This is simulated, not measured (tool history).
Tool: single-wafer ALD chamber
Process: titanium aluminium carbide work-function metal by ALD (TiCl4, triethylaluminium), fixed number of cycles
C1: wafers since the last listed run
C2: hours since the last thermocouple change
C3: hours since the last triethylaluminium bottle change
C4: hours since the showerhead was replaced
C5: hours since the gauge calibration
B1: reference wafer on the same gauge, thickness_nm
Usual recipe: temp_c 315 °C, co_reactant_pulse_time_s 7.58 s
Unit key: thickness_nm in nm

Run 1, day 0: usual settings; C1 0; C2 626.4; C3 680.2; C4 2926.3; C5 204.8; B1 2.272. Result: thickness_nm 2.224 nm.
Run 2, day 0.321: usual settings; C1 134; C2 634.1; C3 687.9; C4 2934; C5 212.5; B1 2.27. Result: thickness_nm 2.212 nm.
Run 3, day 0.979: usual settings; C1 276; C2 649.9; C3 703.7; C4 2949.8; C5 228.3; B1 2.27. Result: thickness_nm 2.226 nm.
Run 4, day 1.479: usual settings; C1 209; C2 661.9; C3 715.7; C4 2961.8; C5 240.3; B1 2.271. Result: thickness_nm 2.222 nm.
Run 5, day 3.188: usual settings; C1 716; C2 702.9; C3 756.7; C4 3002.8; C5 281.3; B1 2.27. Result: thickness_nm 2.211 nm.
Run 6, day 4.854: usual settings; C1 698; C2 742.9; C3 796.7; C4 3042.8; C5 321.3; B1 2.27. Result: thickness_nm 2.21 nm.
Run 7, day 5.55: usual settings; C1 291; C2 759.6; C3 813.4; C4 3059.5; C5 338; B1 2.27. Result: thickness_nm 2.202 nm.
At day 6.183: triethylaluminium bottle replaced.
Run 8, day 6.204: usual settings but co_reactant_pulse_time_s 9.53 s; C1 134; C2 775.3; C3 0.5; C4 3075.2; C5 353.7; B1 2.27. Result: thickness_nm 2.373 nm.
Run 9, day 8.125: usual settings but co_reactant_pulse_time_s 9.53 s; C1 805; C2 821.4; C3 46.6; C4 3121.3; C5 399.8; B1 2.27. Result: thickness_nm 2.385 nm.
Run 10, day 8.871: usual settings but co_reactant_pulse_time_s 9.53 s; C1 312; C2 839.3; C3 64.5; C4 3139.2; C5 417.7; B1 2.271. Result: thickness_nm 2.378 nm.
At day 9.279: thermocouple changed; heater temperature recalibrated.
Run 11, day 9.329: usual settings; C1 52; C2 1.2; C3 75.5; C4 3150.2; C5 428.7; B1 2.27. Result: thickness_nm 2.221 nm.
Run 12, day 10.033: usual settings; C1 295; C2 18.1; C3 92.4; C4 3167.1; C5 445.6; B1 2.27. Result: thickness_nm 2.23 nm.
Run 13, day 10.571: usual settings; C1 225; C2 31; C3 105.3; C4 3180; C5 458.5; B1 2.271. Result: thickness_nm 2.208 nm.
Run 14, day 10.838: usual settings; C1 111; C2 37.4; C3 111.7; C4 3186.4; C5 464.9; B1 2.27. Result: thickness_nm 2.226 nm.
Run 15, day 11.392: usual settings; C1 232; C2 50.7; C3 125; C4 3199.7; C5 478.2; B1 2.27. Result: thickness_nm 2.216 nm.
Run 16, day 11.846: usual settings but temp_c 326 °C, co_reactant_pulse_time_s 9.96 s; C1 190; C2 61.6; C3 135.9; C4 3210.6; C5 489.1; B1 2.271. Result: thickness_nm 2.453 nm.
Run 17, day 12.392: usual settings; C1 228; C2 74.7; C3 149; C4 3223.7; C5 502.2; B1 2.27. Result: thickness_nm 2.232 nm.
At day 12.408: gauge calibrated.
Run 18, day 12.967: usual settings; C1 241; C2 88.5; C3 162.8; C4 3237.5; C5 13.4; B1 2.271. Result: thickness_nm 2.231 nm.
At day 13.483: showerhead replaced.
Run 19, day 13.504: usual settings but co_reactant_pulse_time_s 5.44 s; C1 85; C2 101.4; C3 175.7; C4 0.5; C5 26.3; B1 2.27. Result: thickness_nm 1.981 nm.
Run 20, day 13.621: usual settings but temp_c 303 °C, co_reactant_pulse_time_s 5.35 s; C1 48; C2 104.2; C3 178.5; C4 3.3; C5 29.1; B1 2.272. Result: thickness_nm 1.845 nm.
Run 21, day 14.196: usual settings but temp_c 330 °C, co_reactant_pulse_time_s 5.33 s; C1 241; C2 118; C3 192.3; C4 17.1; C5 42.9; B1 2.27. Result: thickness_nm 2.098 nm.

For run 22, what comes out?
Run 22, day 14.875: usual settings; C1 284; C2 134.3; C3 208.6; C4 33.4; C5 59.2; B1 ?. Result: thickness_nm ?.

{"run 22": {"B1": 2.271, "thickness_nm": 2.23}}
Minus the tool's unlogged condition, the same run would have read thickness_nm 2.219 nm.

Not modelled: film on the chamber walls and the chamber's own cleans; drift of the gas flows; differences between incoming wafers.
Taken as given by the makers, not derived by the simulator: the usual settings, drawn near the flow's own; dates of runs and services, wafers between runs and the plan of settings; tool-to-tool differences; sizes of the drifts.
